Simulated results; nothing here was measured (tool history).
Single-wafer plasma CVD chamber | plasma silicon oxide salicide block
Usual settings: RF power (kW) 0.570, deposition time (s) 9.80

run	hour	RF power (kW)	deposition time (s)	wafers since the last listed run	hours since the last RF generator calibration	hours since the showerhead was replaced	hours since the gauge calibration	read-back reference wafer on the same gauge, thickness_nm	mean film thickness on the monitor wafer (Å)
1	0.0	0.570	9.80	0	763.9	5366.4	606.1	91.127	914.57
2	21.6	0.570	9.80	1033	785.5	5388.0	627.7	91.169	905.73
3	57.4	0.655	9.80	1713	821.3	5423.8	663.5	91.132	965.50
4	82.0	0.570	9.80	1177	845.9	5448.4	688.1	91.273	920.76
5	104.8	0.570	9.80	1091	868.7	5471.2	710.9	91.265	911.05
6	133.9	0.570	9.80	1393	897.8	5500.3	740.0	91.237	915.86
7	159.9	0.570	9.80	1244	923.8	5526.3	766.0	91.308	905.21
8	253.7	0.570	9.80	4490	1017.6	5620.1	859.8	91.195	903.75
9	266.7	0.570	9.80	622	1030.6	5633.1	872.8	91.264	896.43
10	294.0	0.570	9.80	1306	1057.9	5660.4	900.1	91.112	905.48
11	313.9	0.570	9.80	952	1077.8	5680.3	920.0	91.225	899.54
12	334.6	0.570	9.80	990	1098.5	5701.0	940.7	91.291	901.83
13	354.7	0.570	9.80	962	1118.6	5721.1	960.8	91.209	897.25
14	385.4	0.570	9.80	1469	1149.3	5751.8	991.5	91.224	895.73
15	424.6	0.570	9.80	1876	1188.5	5791.0	1030.7	91.226	898.96
16	440.1	0.570	9.80	741	1204.0	5806.5	1046.2	91.300	889.41
17	452.1	0.570	9.80	574	1216.0	5818.5	1058.2	91.162	898.08
# hour 540.9: RF generator calibrated
18	560.1	0.570	9.02	4786	19.2	5926.5	1166.2	91.343	809.11
19	595.8	0.570	9.02	1708	54.9	5962.2	1201.9	91.209	801.44
20	627.5	0.520	9.80	1517	86.6	5993.9	1233.6	91.237	840.27
21	645.3	0.540	8.88	852	104.4	6011.7	1251.4	91.145	772.83
22	663.8	0.540	8.88	885	122.9	6030.2	1269.9	91.243	768.00
23	686.0	0.570	7.86	1062	145.1	6052.4	1292.1	91.242	692.32
24	704.5	0.570	11.76	885	163.6	6070.9	1310.6	91.215	1052.81
25	738.1	0.610	9.20	1608	197.2	6104.5	1344.2	91.163	843.62
# hour 749.6: RF generator calibrated, repeated, since the last time left the tool worse
26	772.0	0.645	10.95	1239	22.4	6138.4	1378.1	91.196	1100.34
27	798.0	0.570	9.80	1244	48.4	6164.4	1404.1	91.126	916.23
28	828.3	0.570	11.28	1450	78.7	6194.7	1434.4	91.186	1066.54
29	859.2	0.570	9.80	1479	109.6	6225.6	1465.3	91.198	918.67
30	874.2	0.570	9.80	718	124.6	6240.6	1480.3	91.198	918.60
31	906.4	0.570	11.15	1541	156.8	6272.8	1512.5	91.250	1045.48
# hour 916.5: showerhead replaced
32	928.7	0.680	10.43	684	179.1	12.2	1534.8	91.218	1059.60
33	959.5	0.610	9.20	1474	209.9	43.0	1565.6	91.194	885.80
# hour 966.3: gauge calibrated
34	979.3	0.570	9.80	947	229.7	62.8	13.0	91.177	921.92
35	1010.1	0.620	11.56	1474	260.5	93.6	43.8	91.154	1123.70
36	1035.2	0.570	9.80	1201	285.6	118.7	68.9	91.214	916.25
37	1069.2	0.490	11.18	1627	319.6	152.7	102.9	91.131	962.38
38	1101.9	0.600	9.80	1565	352.3	185.4	135.6	91.220	947.11
39	1115.0	0.570	9.80	627	365.4	198.5	148.7	91.304	913.80
40	1147.0	0.465	9.80	1531	397.4	230.5	180.7	91.182	825.51
41	1222.6	0.570	11.55	3618	473.0	306.1	256.3	91.173	1089.86
42	1252.8	0.475	9.03	1445	503.2	336.3	286.5	91.188	772.39
43	1267.5	0.570	9.80	703	517.9	351.0	301.2	91.142	920.40
44	1283.0	0.650	9.80	741	533.4	366.5	316.7	91.037	975.96

Forecast each of these 4 alternatives for the next run:
A	1283.4	0.570	10.60	19	533.8	366.9	317.1	?	?
B	1283.4	0.510	11.60	19	533.8	366.9	317.1	?	?
C	1283.4	0.570	11.69	19	533.8	366.9	317.1	?	?
D	1283.4	0.605	11.75	19	533.8	366.9	317.1	?	?

run	read-back reference wafer on the same gauge, thickness_nm	mean film thickness on the monitor wafer (Å)
A	91.198	988.11
B	91.198	1022.55
C	91.198	1089.71
D	91.198	1126.82
Without the tool's hidden state the same runs would have given:
run	mean film thickness on the monitor wafer (Å)
A	995.03
B	1029.71
C	1097.35
D	1134.71
